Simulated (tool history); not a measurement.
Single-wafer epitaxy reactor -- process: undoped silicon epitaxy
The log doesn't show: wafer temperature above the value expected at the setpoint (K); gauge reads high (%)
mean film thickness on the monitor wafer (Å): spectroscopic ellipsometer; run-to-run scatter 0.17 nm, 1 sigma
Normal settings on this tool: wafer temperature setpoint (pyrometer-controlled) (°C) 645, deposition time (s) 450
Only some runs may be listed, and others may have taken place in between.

run	hour	wafer temperature setpoint (pyrometer-controlled) (°C)	deposition time (s)	wafers since the last listed run	hours since the last pyrometer calibration	hours since the gauge calibration	read-back reference wafer on the same gauge, thickness_nm	mean film thickness on the monitor wafer (Å)
1	0	645	450	0	362.1	1921.6	75.88	718.75
2	66.7	645	450	381	428.8	1988.3	75.888	717.01
3	163	645	450	551	525.1	2084.6	75.907	719.11
4	243.5	645	450	460	605.6	2165.1	75.866	718.71
5	495.6	645	450	1443	857.7	2417.2	75.912	718.74
6	596.4	645	450	576	958.5	2518	75.893	719.6
7	663.4	635	450	383	1025.5	2585	75.888	559.91
8	720.6	635	450	327	1082.7	2642.2	75.919	558.51
9	824.5	645	496	594	1186.6	2746.1	75.892	794.46
10	909.6	645	450	487	1271.7	2831.2	75.864	722.4
11	1008.7	645	450	567	1370.8	2930.3	75.9	722.29
12	1106.4	633	450	559	1468.5	3028	75.957	532.37
13	1202	633	450	547	1564.1	3123.6	75.902	535.84
14	1304.2	633	450	584	1666.3	3225.8	75.898	533.31
15	1384.9	645	423	461	1747	3306.5	75.93	684.71
16	1492.2	645	423	614	1854.3	3413.8	75.936	681.64
17	1574.1	645	423	468	1936.2	3495.7	75.891	681.3
18	1615.3	645	450	235	1977.4	3536.9	75.926	727.61
19	1713.4	650	450	561	2075.5	3635	75.924	824.86
# hour 1871.9: pyrometer calibrated
20	1904.9	650	450	1050	33	3826.5	75.919	814.87
21	1970.3	650	450	374	98.4	3891.9	75.896	816.05
22	2058.2	645	450	503	186.3	3979.8	75.875	721.22
23	2153.6	639	382	546	281.7	4075.2	75.867	523.08
24	2205.1	634	407	294	333.2	4126.7	75.899	490.72
25	2267.9	635	539	359	396	4189.5	75.906	666.09
26	2309.9	645	386	240	438	4231.5	75.899	617.68
27	2352.8	656	363	245	480.9	4274.4	75.84	758.83
# hour 2384.4: gauge calibrated
28	2590.2	660	394	1358	718.3	205.8	75.886	909.42
29	2638.9	645	450	278	767	254.5	75.877	715.71
30	2711.2	645	450	413	839.3	326.8	75.889	718.43
31	2798.7	652	487	500	926.8	414.3	75.955	929.5
32	2905.1	645	450	609	1033.2	520.7	75.93	719.16
33	2975.9	637	450	405	1104	591.5	75.927	589
34	3072.4	637	490	552	1200.5	688	75.922	637.79
35	3138.4	639	409	377	1266.5	754	75.895	562.78
36	3192.7	645	450	310	1320.8	808.3	75.893	723.06
37	3245.7	630	450	303	1373.8	861.3	75.88	492.09
38	3331.2	653	426	489	1459.3	946.8	75.882	832.33
39	3378.4	636	360	270	1506.5	994	75.892	459.99
40	3454.6	637	517	436	1582.7	1070.2	75.879	681.09
41	3619.4	645	450	943	1747.5	1235	75.872	726.45
42	3717.8	645	450	563	1845.9	1333.4	75.915	727
# hour 3811.7: pyrometer calibrated
43	3887.3	636	367	924	75.6	1502.9	75.887	465.79
44	3966.5	645	450	453	154.8	1582.1	75.954	712.52

Each row is a separate what-if for the run after 44, all from the same tool condition, not one after another. Results?
A	3967	645	413	2	155.3	1582.6	?	?
B	3967	645	504	2	155.3	1582.6	?	?
C	3967	657	516	2	155.3	1582.6	?	?

run	read-back reference wafer on the same gauge, thickness_nm	mean film thickness on the monitor wafer (Å)
A	75.892	655.72
B	75.892	800.21
C	75.892	1102.49
The same runs, with their run-to-run variation unchanged, on a tool lacking any hidden condition would have given:
run	mean film thickness on the monitor wafer (Å)
A	656.41
B	801.04
C	1103.6

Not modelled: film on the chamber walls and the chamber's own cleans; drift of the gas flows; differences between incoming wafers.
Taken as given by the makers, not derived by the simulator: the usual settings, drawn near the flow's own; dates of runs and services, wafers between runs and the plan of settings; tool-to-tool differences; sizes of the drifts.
